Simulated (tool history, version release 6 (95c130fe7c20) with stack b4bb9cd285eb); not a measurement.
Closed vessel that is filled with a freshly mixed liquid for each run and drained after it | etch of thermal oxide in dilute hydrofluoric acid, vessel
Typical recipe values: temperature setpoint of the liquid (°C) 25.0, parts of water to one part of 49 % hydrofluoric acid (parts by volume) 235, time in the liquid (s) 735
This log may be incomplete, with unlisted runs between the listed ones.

| run | day | temperature setpoint of the liquid (°C) | parts of water to one part of 49 % hydrofluoric acid (parts by volume) | time in the liquid (s) | read-back film thickness of the thermal oxide reference wafer, read on the same gauge (nm) | thickness taken off the thermal oxide on a monitor wafer (Å) |
|---|---|---|---|---|---|---|
| 1 | 0.000 | 23.0 | 145 | 735 | 149.97 | 216.4 |
| 2 | 7.350 | 23.0 | 235 | 515 | 150.04 | 84.6 |
| 3 | 9.208 | 23.0 | 235 | 515 | 149.98 | 85.7 |
| 4 | 11.042 | 25.0 | 195 | 460 | 149.99 | 102.2 |
| 5 | 14.704 | 25.0 | 235 | 735 | 149.96 | 130.6 |
|  | 18.575 | hydrofluoric acid flow meter replaced |
| 6 | 18.967 | 25.0 | 235 | 735 | 150.05 | 131.5 |
| 7 | 21.808 | 25.0 | 235 | 735 | 150.03 | 128.9 |
| 8 | 24.817 | 25.0 | 235 | 735 | 150.01 | 130.7 |
| 9 | 29.258 | 25.0 | 235 | 735 | 149.97 | 130.3 |
| 10 | 31.533 | 25.0 | 235 | 735 | 149.93 | 131.7 |
| 11 | 34.875 | 25.0 | 235 | 940 | 149.97 | 168.2 |
| 12 | 38.312 | 23.5 | 235 | 525 | 150.01 | 90.6 |
|  | 41.671 | thermometer replaced |
| 13 | 42.221 | 22.5 | 235 | 1155 | 149.95 | 188.6 |
| 14 | 44.942 | 27.5 | 235 | 735 | 150.04 | 144.8 |
| 15 | 49.004 | 22.5 | 155 | 1065 | 150.02 | 288.5 |
| 16 | 53.483 | 25.0 | 235 | 735 | 150.01 | 131.5 |
| 17 | 57.612 | 25.0 | 355 | 1050 | 150.01 | 110.7 |
| 18 | 61.454 | 25.0 | 235 | 735 | 150.02 | 130.2 |
|  | 63.517 | hydrofluoric acid flow meter replaced |
| 19 | 64.679 | 29.5 | 290 | 855 | 150.04 | 132.8 |
| 20 | 67.633 | 22.5 | 315 | 945 | 149.99 | 107.0 |
| 21 | 70.279 | 29.5 | 305 | 335 | 149.99 | 49.4 |
| 22 | 73.175 | 25.0 | 235 | 735 | 150.03 | 131.2 |
|  | 74.900 | gauge calibrated |
| 23 | 76.821 | 30.0 | 195 | 345 | 149.93 | 92.4 |
| 24 | 78.929 | 26.5 | 235 | 735 | 150.00 | 140.4 |
| 25 | 80.946 | 20.0 | 310 | 735 | 150.01 | 77.7 |
| 26 | 84.250 | 25.0 | 235 | 365 | 149.99 | 65.6 |
|  | 84.396 | thermometer replaced |
| 27 | 88.188 | 25.0 | 235 | 735 | 149.95 | 133.7 |
| 28 | 90.033 | 25.0 | 235 | 905 | 150.02 | 161.8 |
| 29 | 92.554 | 25.0 | 235 | 735 | 150.04 | 132.6 |
| 30 | 95.958 | 20.5 | 235 | 1010 | 149.97 | 154.1 |
| 31 | 99.788 | 25.0 | 235 | 735 | 150.00 | 131.3 |
| 32 | 101.692 | 25.0 | 235 | 735 | 149.96 | 132.2 |
|  | 102.700 | hydrofluoric acid flow meter replaced |
| 33 | 105.729 | 30.0 | 135 | 735 | 149.97 | 307.2 |

The tool's hidden state at each run:
liquid hotter than its thermometer reads (K): 0, the same for each run
hydrofluoric acid flow below the setpoint (%): 0, the same for each run
gauge reads high (%): 0, the same for each run

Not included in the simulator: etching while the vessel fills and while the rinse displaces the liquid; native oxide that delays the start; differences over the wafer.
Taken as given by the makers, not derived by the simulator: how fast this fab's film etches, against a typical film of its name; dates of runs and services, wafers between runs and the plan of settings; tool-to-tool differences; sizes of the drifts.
